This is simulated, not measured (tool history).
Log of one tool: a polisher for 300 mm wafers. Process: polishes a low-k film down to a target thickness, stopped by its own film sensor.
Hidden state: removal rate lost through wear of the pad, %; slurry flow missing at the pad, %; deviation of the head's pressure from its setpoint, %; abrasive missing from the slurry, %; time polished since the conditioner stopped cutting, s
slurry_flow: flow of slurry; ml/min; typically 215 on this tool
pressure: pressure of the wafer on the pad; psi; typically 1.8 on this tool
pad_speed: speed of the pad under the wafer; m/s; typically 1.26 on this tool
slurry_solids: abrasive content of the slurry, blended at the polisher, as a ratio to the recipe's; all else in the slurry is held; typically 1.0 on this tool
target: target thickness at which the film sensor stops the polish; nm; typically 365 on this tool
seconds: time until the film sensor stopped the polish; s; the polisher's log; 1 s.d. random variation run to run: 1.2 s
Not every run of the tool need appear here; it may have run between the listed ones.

run,hour,slurry_flow,pressure,pad_speed,slurry_solids,target,wafers since the last listed run,wafers polished on this pad,hours since the slurry nozzle was cleaned,hours since the head pressure was calibrated,hours since the slurry blender was calibrated,hours since the conditioning disc was replaced,"incoming thickness of the incoming film, nm",seconds
1,0.0,215,1.8,1.26,1.0,356,0,443,336.3,850.5,194.6,95.8,406.2,121.7
2,17.5,215,1.8,1.26,1.0,356,207,651,353.8,868.0,212.1,113.3,403.5,115.1
# hour 26.9: slurry blender recalibrated
3,28.5,215,1.8,1.26,1.0,356,106,757,364.8,879.0,1.6,124.3,412.1,131.8
4,43.0,215,1.8,1.26,1.0,353,171,929,379.3,893.5,16.1,138.8,409.0,133.3
# hour 49.5: worn pad replaced by a new one
5,59.0,215,1.8,1.00,1.2,365,142,112,395.3,909.5,32.1,154.8,405.1,100.2
6,76.8,215,1.8,1.26,1.0,365,210,323,413.1,927.3,49.9,172.6,416.4,120.6
7,83.2,215,1.8,1.26,1.0,365,75,398,419.5,933.7,56.3,179.0,416.1,125.1
8,98.5,215,1.8,1.26,1.0,365,181,580,434.8,949.0,71.6,194.3,415.6,121.5
9,115.9,215,1.8,1.26,1.0,365,206,786,452.2,966.4,89.0,211.7,407.0,101.1
# hour 123.3: slurry nozzle cleaned
# hour 124.6: worn pad replaced by a new one
# hour 126.5: conditioning disc replaced and pad reconditioned
10,128.2,280,1.8,1.44,1.1,365,95,20,4.9,978.7,101.3,1.7,406.3,73.8
11,137.4,155,1.8,0.90,1.1,377,108,129,14.1,987.9,110.5,10.9,410.7,93.6
12,148.8,170,1.8,1.26,1.1,365,135,264,25.5,999.3,121.9,22.3,407.3,92.2
13,163.1,215,1.8,1.26,1.0,371,169,433,39.8,1013.6,136.2,36.6,406.2,80.2
14,173.2,280,1.8,1.26,1.0,378,119,553,49.9,1023.7,146.3,46.7,409.6,71.0
15,187.1,215,2.0,1.26,1.0,365,164,717,63.8,1037.6,160.2,60.6,406.0,88.6
16,196.3,240,1.8,1.64,1.0,365,108,826,73.0,1046.8,169.4,69.8,414.1,93.4
# hour 205.2: worn pad replaced by a new one
17,206.2,215,1.8,1.26,1.0,365,69,11,82.9,1056.7,179.3,79.7,412.2,111.4
# hour 233.9: head pressure recalibrated
# hour 237.7: slurry blender recalibrated
18,250.2,215,1.3,1.26,1.0,365,473,485,126.9,16.3,12.5,123.7,415.9,147.8
19,264.3,215,1.8,1.14,1.0,374,167,652,141.0,30.4,26.6,137.8,410.5,90.8
20,273.2,215,1.8,1.04,1.0,365,105,757,149.9,39.3,35.5,146.7,404.9,106.4

Run 21 has not been measured yet. What should we expect?
21,285.4,155,2.2,1.26,1.0,365,144,902,162.1,51.5,47.7,158.9,410.1,?

seconds: 96.8 s
With the hidden condition absent and the run-to-run variation left alone, this run would have shown seconds 83.9 s.
